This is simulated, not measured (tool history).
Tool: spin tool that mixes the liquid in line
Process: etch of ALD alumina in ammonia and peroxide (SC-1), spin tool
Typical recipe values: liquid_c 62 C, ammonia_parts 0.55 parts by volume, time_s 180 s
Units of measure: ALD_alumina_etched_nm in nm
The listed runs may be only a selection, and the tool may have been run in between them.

run	day	liquid_c	ammonia_parts	time_s	read-back film thickness of the ALD alumina reference wafer, read on the same gauge (nm)	ALD_alumina_etched_nm
1	0	62	0.55	180	29.96	20.25
2	0.546	62	0.55	180	29.99	20.34
# day 0.821: gauge calibrated
3	1.096	62	0.55	180	29.98	20.32
4	1.6	62	0.55	180	29.98	20.33
5	2.275	62	0.55	180	29.97	20.28
6	2.888	62	0.3	180	29.99	19.18
7	3.788	67.5	0.55	180	30.01	26.91
# day 5.096: new drum of ammonia solution connected
8	6.725	65.5	0.55	215	30.01	29.11
9	7.375	62	0.35	180	29.96	19.52
# day 8.308: heated supply line repaired
10	8.429	66.5	0.55	180	30	25.38
11	9.854	62	0.55	180	30.03	20.3
12	11.158	53	0.75	180	30.01	13.14
13	11.838	62	0.55	180	29.99	20.46
14	12.733	68.5	0.55	180	29.98	28.16
# day 12.962: thermometer replaced
15	13.425	67.5	0.65	130	30	19.17
16	13.983	62	0.65	180	30	20.38
17	14.838	62	0.55	180	30.01	19.82
18	15.404	62	0.55	140	29.98	15.64
19	16.846	58	0.85	180	29.99	17.06
20	17.45	58.5	0.55	130	30.01	12.12
21	19.888	62	0.55	180	29.99	19.94
22	20.767	59	0.65	180	30.06	17.39
23	21.65	57	0.55	240	30	20.61
24	22.771	62	0.55	180	29.94	20.1

Forecast each of these 5 alternatives for the next run:
A	22.792	62	0.55	180	?	?
B	22.792	64.5	0.55	275	?	?
C	22.792	69	0.45	75	?	?
D	22.792	65	0.55	140	?	?
E	22.792	62	0.55	285	?	?

run	read-back film thickness of the ALD alumina reference wafer, read on the same gauge (nm)	ALD_alumina_etched_nm
A	29.98	20.02
B	29.98	34.68
C	29.98	11.57
D	29.98	18.1
E	29.98	31.7
Had the tool no hidden state, the same runs would have come out as:
run	ALD_alumina_etched_nm
A	19.74
B	34.2
C	11.41
D	17.85
E	31.26

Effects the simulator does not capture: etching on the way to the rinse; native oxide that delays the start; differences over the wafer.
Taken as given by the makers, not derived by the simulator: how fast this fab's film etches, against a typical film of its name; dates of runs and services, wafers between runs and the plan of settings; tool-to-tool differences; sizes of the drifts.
